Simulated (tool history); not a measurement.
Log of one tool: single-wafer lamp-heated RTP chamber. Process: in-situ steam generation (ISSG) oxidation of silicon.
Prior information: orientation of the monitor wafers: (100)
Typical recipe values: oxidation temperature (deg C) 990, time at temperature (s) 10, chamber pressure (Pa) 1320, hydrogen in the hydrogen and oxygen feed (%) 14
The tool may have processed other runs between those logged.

run	day	oxidation temperature (deg C)	time at temperature (s)	chamber pressure (Pa)	hydrogen in the hydrogen and oxygen feed (%)	read-back reference wafer on the same gauge, thickness	oxide thickness on the monitor wafer (Å)
1	0.000	990	10	1320	11	3.437	34.05
2	1.158	990	10	1320	11	3.438	34.18
3	2.133	990	10	1320	14	3.435	35.87
4	3.525	990	10	1320	14	3.433	35.80
5	4.612	990	10	1320	14	3.431	35.98
6	5.908	990	10	1320	14	3.421	36.15
7	6.600	990	10	1320	14	3.409	35.82
8	7.725	990	10	1320	14	3.416	35.79
9	8.979	990	10	1320	14	3.411	35.53
10	10.392	990	10	1320	14	3.404	35.71
11	11.538	990	10	1320	14	3.399	35.40
# day 12.062: pyrometer window cleaned and pyrometer calibrated
12	12.175	990	10	1320	14	3.395	35.60
# day 13.467: hydrogen flow controller replaced
13	13.533	990	10	1320	14	3.388	35.57
# day 13.712: gauge calibrated
14	14.642	990	10	1320	22	3.505	40.68
15	15.396	990	10	1320	14	3.507	36.77
16	16.554	990	7	1320	14	3.506	31.53
17	18.042	983	8	1267	14	3.498	33.25
# day 19.588: pressure gauge zeroed
18	19.608	975	10	1320	14	3.493	35.16
19	20.679	990	10	1320	14	3.500	36.70
20	22.079	1004	11	1360	11	3.496	37.65
21	23.517	990	10	1320	14	3.500	36.14
22	24.150	990	10	1320	14	3.498	36.59
23	25.412	990	8	1320	14	3.501	33.23
24	26.146	990	10	1320	14	3.494	36.73
25	27.158	990	10	1320	14	3.495	36.39
26	27.838	990	12	1360	21	3.492	43.09

Expected results for the next run?
27	28.904	990	10	1320	14	?	?

For run 27 the tool returned read-back reference wafer on the same gauge, thickness 3.488, oxide thickness on the monitor wafer (Å) 36.26.
With the hidden condition absent and the run-to-run variation left alone, this run would have shown oxide thickness on the monitor wafer (Å) 36.14.
